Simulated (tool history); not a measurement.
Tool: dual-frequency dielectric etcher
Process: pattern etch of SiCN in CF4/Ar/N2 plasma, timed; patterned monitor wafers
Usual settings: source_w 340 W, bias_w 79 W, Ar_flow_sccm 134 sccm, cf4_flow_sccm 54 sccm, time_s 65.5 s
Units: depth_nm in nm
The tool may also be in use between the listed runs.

run,hour,source_w,bias_w,Ar_flow_sccm,cf4_flow_sccm,time_s,wafers since the last listed run,hours since the last wet clean,hours since the last source power generator calibration,hours since the last bias power generator calibration,hours since the last Ar flow controller change,hours since the last CF4 flow controller change,hours since the last upper electrode change,hours since the gauge calibration,"read-back reference wafer on the same gauge, depth_nm",depth_nm
1,0,340,79,134,54,65.5,0,236.8,1747.3,3237.3,4664.4,5346.7,3500,245.8,33.44,38.09
2,9.1,300,79,134,60,65.5,110,245.9,1756.4,3246.4,4673.5,5355.8,3509.1,254.9,33.52,36.01
# hour 16.2: gauge calibrated
# hour 25.4: Ar flow controller replaced
3,25.9,340,79,134,54,65.5,131,262.7,1773.2,3263.2,0.5,5372.6,3525.9,9.7,33.49,37.85
4,33.7,340,79,134,54,65.5,94,270.5,1781,3271,8.3,5380.4,3533.7,17.5,33.44,37.96
5,49.2,340,72,134,54,65.5,188,286,1796.5,3286.5,23.8,5395.9,3549.2,33,33.5,37.11
6,58.5,340,72,134,54,65.5,113,295.3,1805.8,3295.8,33.1,5405.2,3558.5,42.3,33.49,37.33
7,65.7,390,79,125,54,65.5,87,302.5,1813,3303,40.3,5412.4,3565.7,49.5,33.53,42.76
# hour 70.9: source power generator calibrated
8,72.7,340,90,115,54,65.5,36,309.5,1.8,3310,47.3,5419.4,3572.7,56.5,33.48,40.08
# hour 103.2: bias power generator calibrated
# hour 105.3: CF4 flow controller replaced
# hour 107.2: wet clean of the chamber
9,107.7,340,79,134,54,65.5,328,0.5,36.8,4.5,82.3,2.4,3607.7,91.5,33.46,36.86
10,108,340,90,134,54,65.5,3,0.8,37.1,4.8,82.6,2.7,3608,91.8,33.53,37.8
11,108.4,340,79,134,54,65.5,4,1.2,37.5,5.2,83,3.1,3608.4,92.2,33.48,36.74
# hour 133.5: upper electrode replaced
12,134,400,79,134,62,65.5,19,26.8,63.1,30.8,108.6,28.7,0.5,117.8,33.5,42.12
13,134.3,300,79,109,45,65.5,3,27.1,63.4,31.1,108.9,29,0.8,118.1,33.5,32.98
14,145.4,400,79,134,62,65.5,134,38.2,74.5,42.2,120,40.1,11.9,129.2,33.55,42.7
# hour 170.7: wet clean of the chamber, repeated, since the last time left the tool worse
15,171.2,340,79,134,54,65.5,21,0.5,100.3,68,145.8,65.9,37.7,155,33.51,39.3
16,173.9,400,79,157,58,65.5,32,3.2,103,70.7,148.5,68.6,40.4,157.7,33.55,43.67
17,183.7,340,79,134,54,65.5,119,13,112.8,80.5,158.3,78.4,50.2,167.5,33.52,38.93
18,194.3,340,72,134,54,65.5,128,23.6,123.4,91.1,168.9,89,60.8,178.1,33.51,38.03
19,201.6,340,94,134,44,65.5,88,30.9,130.7,98.4,176.2,96.3,68.1,185.4,33.49,38.65
20,216.3,340,79,116,44,49,178,45.6,145.4,113.1,190.9,111,82.8,200.1,33.51,28.2

5 ways to go on from here, each from the tool as it stands after run 20. What would each give?
A,216.7,340,79,122,54,65.5,4,46,145.8,113.5,191.3,111.4,83.2,200.5,?,?
B,216.7,340,79,121,54,65.5,4,46,145.8,113.5,191.3,111.4,83.2,200.5,?,?
C,216.7,370,79,134,54,65.5,4,46,145.8,113.5,191.3,111.4,83.2,200.5,?,?
D,216.7,340,79,134,54,54,4,46,145.8,113.5,191.3,111.4,83.2,200.5,?,?
E,216.7,340,79,134,54,49.5,4,46,145.8,113.5,191.3,111.4,83.2,200.5,?,?

run,"read-back reference wafer on the same gauge, depth_nm",depth_nm
A,33.49,39.64
B,33.49,39.68
C,33.49,41.64
D,33.49,32.29
E,33.49,29.6
Without the tool's hidden state the same runs would have given:
run,depth_nm
A,39.99
B,40.03
C,42.01
D,32.58
E,29.87

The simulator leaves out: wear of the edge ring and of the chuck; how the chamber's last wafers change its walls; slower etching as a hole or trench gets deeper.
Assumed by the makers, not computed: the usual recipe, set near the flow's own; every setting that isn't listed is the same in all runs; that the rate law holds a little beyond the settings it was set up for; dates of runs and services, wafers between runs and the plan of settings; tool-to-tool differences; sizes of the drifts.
